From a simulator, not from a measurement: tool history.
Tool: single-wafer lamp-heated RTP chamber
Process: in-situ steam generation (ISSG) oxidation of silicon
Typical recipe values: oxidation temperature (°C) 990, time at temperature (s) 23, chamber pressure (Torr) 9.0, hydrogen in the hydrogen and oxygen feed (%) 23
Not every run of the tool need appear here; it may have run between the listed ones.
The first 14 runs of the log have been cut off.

run    hour  oxidation temperature (°C)  time at temperature (s)  chamber pressure (Torr)  hydrogen in the hydrogen and oxygen feed (%)  wafers since the last listed run  wafers since the last pyrometer calibration  hours since the pressure gauge was zeroed  hours since the hydrogen flow controller was replaced  hours since the gauge calibration  read-back reference wafer on the same gauge, thickness  oxide thickness on the monitor wafer (Å)
 15  1493.1                         990                       27                      9.0                                            23                              1004                                         6848                                      209.1                                                  165.3                              132.8                                                   6.220                                     62.27
     1604.8  -- pyrometer window cleaned and pyrometer calibrated
 16  1777.9                         990                       27                      9.0                                            23                              4060                                         2539                                      493.9                                                  450.1                              417.6                                                   6.211                                     60.30
 17  1866.4                         995                       18                      9.5                                            23                              1298                                         3838                                      582.4                                                  538.6                              506.1                                                   6.209                                     51.12
 18  1927.3                         990                       23                      9.8                                            23                               893                                         4731                                      643.3                                                  599.5                              567.0                                                   6.217                                     56.38
 19  2013.4                         990                       23                     10.2                                            23                              1263                                         5994                                      729.4                                                  685.6                              653.1                                                   6.218                                     55.96
 20  2105.8                         990                       23                      8.2                                            23                              1355                                         7350                                      821.8                                                  778.0                              745.5                                                   6.228                                     57.29
     2155.7  -- pyrometer window cleaned and pyrometer calibrated
 21  2156.2                         975                       23                     10.1                                            23                               622                                            7                                      872.2                                                  828.4                              795.9                                                   6.222                                     51.04
 22  2216.8                         990                       23                      9.0                                            23                               889                                          896                                      932.8                                                  889.0                              856.5                                                   6.219                                     55.39

Estimate the outcome of run 23 from the log above:
 23  2286.1                         990                       23                      9.0                                            23                              1016                                         1913                                     1002.1                                                  958.3                              925.8                                                       ?                                         ?

Run 23 produced read-back reference wafer on the same gauge, thickness 6.216, oxide thickness on the monitor wafer (Å) 55.88.
Take away the tool's hidden state, keep the run-to-run variation as it was, and the same run would have given oxide thickness on the monitor wafer (Å) 54.37.

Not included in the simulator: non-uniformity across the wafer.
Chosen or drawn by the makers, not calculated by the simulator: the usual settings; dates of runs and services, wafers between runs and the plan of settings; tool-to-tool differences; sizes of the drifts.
